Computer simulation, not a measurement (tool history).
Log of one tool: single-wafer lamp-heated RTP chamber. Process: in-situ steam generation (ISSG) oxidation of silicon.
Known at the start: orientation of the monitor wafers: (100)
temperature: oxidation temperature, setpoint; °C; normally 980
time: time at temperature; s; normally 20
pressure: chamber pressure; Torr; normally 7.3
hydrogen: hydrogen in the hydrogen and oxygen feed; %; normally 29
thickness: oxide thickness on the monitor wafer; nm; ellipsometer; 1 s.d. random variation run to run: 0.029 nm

run,hour,temperature,time,pressure,hydrogen,"read-back reference wafer on the same gauge, thickness",thickness
1,0,980,20,6.9,29,5.586,5.918
2,15.1,980,23,8,29,5.586,6.282
# hour 43.4: hydrogen flow controller replaced
3,43.9,991,20,7.3,29,5.566,6.227
# hour 71: pyrometer window cleaned and pyrometer calibrated, repeated, since the last time left the tool worse
4,71.5,980,20,7.3,29,5.566,5.67
5,90.3,980,20,7.3,29,5.58,5.719
6,117,996,20,7.3,29,5.587,6.041
7,208.2,996,20,7.3,29,5.579,6.126
8,226.8,980,20,7.3,29,5.581,5.726
# hour 248.8: pressure gauge zeroed
9,251.2,980,20,7.3,29,5.584,5.737
10,281,980,20,8.1,32,5.575,5.943
11,303.5,980,20,7.3,29,5.574,5.745
# hour 306.2: gauge calibrated
12,325.1,980,25,7.3,19,5.581,5.788
13,342.1,966,14,7.3,29,5.584,4.779
14,355.8,980,24,7.8,29,5.578,6.311
15,376,980,20,7.3,29,5.583,5.823
# hour 386.1: pyrometer window cleaned and pyrometer calibrated
16,402.7,980,20,7.3,32,5.569,5.875
17,427.9,980,16,8.5,32,5.581,5.296
18,454,980,20,7.3,23,5.581,5.361
19,480.1,991,20,8.7,19,5.585,5.361
20,501,992,15,6.9,32,5.584,5.434
21,535.2,972,24,6.9,21,5.589,5.579
22,560.7,972,28,7.3,29,5.587,6.422
23,627.4,989,15,6.9,22,5.572,4.901
24,651.3,980,20,8.8,32,5.586,5.825
# hour 669.3: pyrometer window cleaned and pyrometer calibrated
25,685.7,980,20,7.3,29,5.583,5.664
26,699.4,980,20,6.9,22,5.572,5.23
27,720.9,980,20,7.3,29,5.57,5.739
28,744.6,964,26,6.9,29,5.58,6.091
29,779.5,967,20,7.3,21,5.585,4.996
30,804.7,980,20,7.3,29,5.582,5.703

For some of the steps in thickness from one run to the next: how much would appear even if the tool had no hidden state, given the settings, what came in and random variation, and how much remains for the hidden state plus any gauge scatter that the measured result and the result without hidden state don't share?
Unlogged tool condition in this case: true wafer temperature minus pyrometer reading, K; true pressure minus gauge reading, Torr; deviation of the hydrogen flow from its setpoint, %; gauge reads high (%).
Run 3 -> 4: temperature 991 -> 980, pyrometer window cleaned and pyrometer calibrated, repeated, since the last time left the tool worse. thickness -0.557 nm: hidden state -0.304, all else -0.253.
Run 13 -> 14: temperature 966 -> 980, time 14 -> 24, pressure 7.3 -> 7.8. thickness +1.532 nm: hidden state +0.056, all else +1.476.
Run 15 -> 16: hydrogen 29 -> 32, pyrometer window cleaned and pyrometer calibrated. thickness +0.052 nm: hidden state -0.103, all else +0.155.
Run 22 -> 23: temperature 972 -> 989, time 28 -> 15, pressure 7.3 -> 6.9, hydrogen 29 -> 22. thickness -1.521 nm: hidden state -0.005, all else -1.516.
Run 24 -> 25: pressure 8.8 -> 7.3, hydrogen 32 -> 29, pyrometer window cleaned and pyrometer calibrated. thickness -0.161 nm: hidden state -0.088, all else -0.073.
Run 28 -> 29: temperature 964 -> 967, time 26 -> 20, pressure 6.9 -> 7.3, hydrogen 29 -> 21. thickness -1.095 nm: hidden state +0, all else -1.095.
